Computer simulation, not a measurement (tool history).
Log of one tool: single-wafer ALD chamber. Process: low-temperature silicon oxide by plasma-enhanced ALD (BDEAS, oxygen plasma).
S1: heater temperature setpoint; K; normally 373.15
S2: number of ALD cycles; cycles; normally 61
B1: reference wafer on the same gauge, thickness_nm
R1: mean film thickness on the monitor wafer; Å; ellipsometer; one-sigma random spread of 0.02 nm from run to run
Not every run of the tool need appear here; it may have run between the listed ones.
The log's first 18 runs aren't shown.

run,hour,S1,S2,B1,R1
# hour 198.7: gauge calibrated
19,209.1,373.15,61,9.71,83.21
20,221.7,373.15,61,9.713,83.02
21,238.2,373.15,61,9.709,83.06
22,248.9,373.15,57,9.71,77.81
23,255,386.15,61,9.709,80.39
24,264.7,385.15,61,9.712,80.4
25,276,387.15,71,9.71,93.25
26,286.6,364.15,65,9.711,91.47
27,299.7,378.15,61,9.713,81.6
# hour 313.1: thermocouple changed; heater temperature recalibrated
28,313.6,365.15,56,9.713,79.6
29,363.7,382.15,50,9.711,66.52
30,371.8,380.15,67,9.705,90
31,383.1,367.15,65,9.711,91.56
# hour 397.2: thermocouple changed; heater temperature recalibrated, repeated, since the last time left the tool worse
32,400.1,360.15,61,9.711,85.98
33,412.8,381.15,57,9.706,74.77
34,430.1,367.15,73,9.711,100.02
35,438.4,373.15,61,9.709,82.04
36,455.8,387.15,71,9.711,92.27
37,463.4,380.15,53,9.709,70
38,472,367.15,65,9.714,89.2
39,480.1,373.15,61,9.712,81.95
40,488.2,364.15,61,9.714,85.04

Forecast each of these 3 alternatives for the next run:
A,488.7,373.15,66,?,?
B,488.7,388.15,61,?,?
C,488.7,381.15,68,?,?

run,B1,R1
A,9.716,88.67
B,9.716,79.29
C,9.716,89.69
Stripped of hidden state, with their random variation kept, the same runs would have yielded:
run,R1
A,88.36
B,79.14
C,89.54
